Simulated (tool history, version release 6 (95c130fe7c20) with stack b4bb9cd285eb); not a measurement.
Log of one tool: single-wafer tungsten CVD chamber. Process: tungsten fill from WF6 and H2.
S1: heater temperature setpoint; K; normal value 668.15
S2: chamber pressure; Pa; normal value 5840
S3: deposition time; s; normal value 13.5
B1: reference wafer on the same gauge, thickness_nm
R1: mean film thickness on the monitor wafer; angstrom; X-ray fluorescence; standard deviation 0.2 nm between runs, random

Run 1, day 0: usual settings; B1 39.707. Result: R1 366.15 angstrom.
Run 2, day 1.179: usual settings; B1 39.746. Result: R1 364.49 angstrom.
Run 3, day 1.725: usual settings; B1 39.682. Result: R1 366.66 angstrom.
Run 4, day 3.188: usual settings; B1 39.624. Result: R1 367.12 angstrom.
Run 5, day 3.979: usual settings; B1 39.705. Result: R1 365.6 angstrom.
Run 6, day 7.171: usual settings but S3 12 s; B1 39.696. Result: R1 321.77 angstrom.
Run 7, day 7.904: usual settings but S3 12 s; B1 39.703. Result: R1 321.48 angstrom.
Run 8, day 9.308: usual settings; B1 39.731. Result: R1 365.6 angstrom.
At day 10.717: capacitance manometer re-zeroed and calibrated.
Run 9, day 10.738: usual settings; B1 39.683. Result: R1 363.1 angstrom.
Run 10, day 12.088: usual settings; B1 39.723. Result: R1 363.26 angstrom.
Run 11, day 12.683: usual settings but S2 5333 Pa; B1 39.787. Result: R1 349.47 angstrom.
At day 13.121: gauge calibrated.
At day 13.521: thermocouple changed; heater temperature recalibrated.
Run 12, day 13.542: usual settings but S2 5333 Pa; B1 39.729. Result: R1 391.51 angstrom.
Run 13, day 13.967: usual settings; B1 39.699. Result: R1 406.52 angstrom.
Run 14, day 14.6: usual settings but S2 4613 Pa, S3 15.6 s; B1 39.783. Result: R1 427.05 angstrom.
Run 15, day 16.029: usual settings but S1 675.15 K, S2 4480 Pa, S3 11.2 s; B1 39.691. Result: R1 338.97 angstrom.
Run 16, day 17.417: usual settings but S2 5266 Pa; B1 39.632. Result: R1 385.22 angstrom.
Run 17, day 18.446: usual settings but S2 5040 Pa, S3 11.1 s; B1 39.818. Result: R1 309.8 angstrom.
Run 18, day 19.367: usual settings but S1 656.15 K; B1 39.738. Result: R1 327.34 angstrom.
At day 19.971: showerhead replaced.
Run 19, day 20.567: usual settings but S2 6693 Pa; B1 39.797. Result: R1 420.05 angstrom.
Run 20, day 21.158: usual settings but S2 7279 Pa, S3 11.8 s; B1 39.687. Result: R1 378.52 angstrom.
Run 21, day 22.317: usual settings; B1 39.74. Result: R1 395.69 angstrom.
Run 22, day 23.158: usual settings but S1 663.15 K, S2 4880 Pa; B1 39.703. Result: R1 338.28 angstrom.
Run 23, day 24.412: usual settings but S1 663.15 K; B1 39.814. Result: R1 365.14 angstrom.
Run 24, day 24.996: usual settings but S1 677.15 K, S2 6586 Pa, S3 15 s; B1 39.732. Result: R1 535.88 angstrom.
Run 25, day 26.129: usual settings but S1 682.15 K, S3 12.4 s; B1 39.698. Result: R1 455.28 angstrom.
Run 26, day 26.679: usual settings but S2 4520 Pa, S3 11.7 s; B1 39.7. Result: R1 306.83 angstrom.
Run 27, day 27.675: usual settings but S2 5040 Pa, S3 11.1 s; B1 39.782. Result: R1 303.68 angstrom.

Consider 5 possible next runs. They are alternatives, not a sequence: every one starts from the tool as it was left by run 27. What does each give?
Run A, day 27.692: usual settings; B1 ?. Result: R1 ?.
Run B, day 27.692: usual settings but S1 674.15 K, S2 4906 Pa; B1 ?. Result: R1 ?.
Run C, day 27.692: usual settings but S1 655.15 K, S3 14.9 s; B1 ?. Result: R1 ?.
Run D, day 27.692: usual settings but S1 660.15 K; B1 ?. Result: R1 ?.
Run E, day 27.692: usual settings but S1 662.15 K, S2 6413 Pa; B1 ?. Result: R1 ?.

run     B1      R1
  A  39.65  392.25
  B  39.65  404.64
  C  39.65  346.25
  D  39.65  342.28
  E  39.65  367.61
The same runs, with their run-to-run variation unchanged, on a tool lacking any hidden condition would have given:
run      R1
  A  405.69
  B  418.21
  C  358.83
  D  354.54
  E  380.71
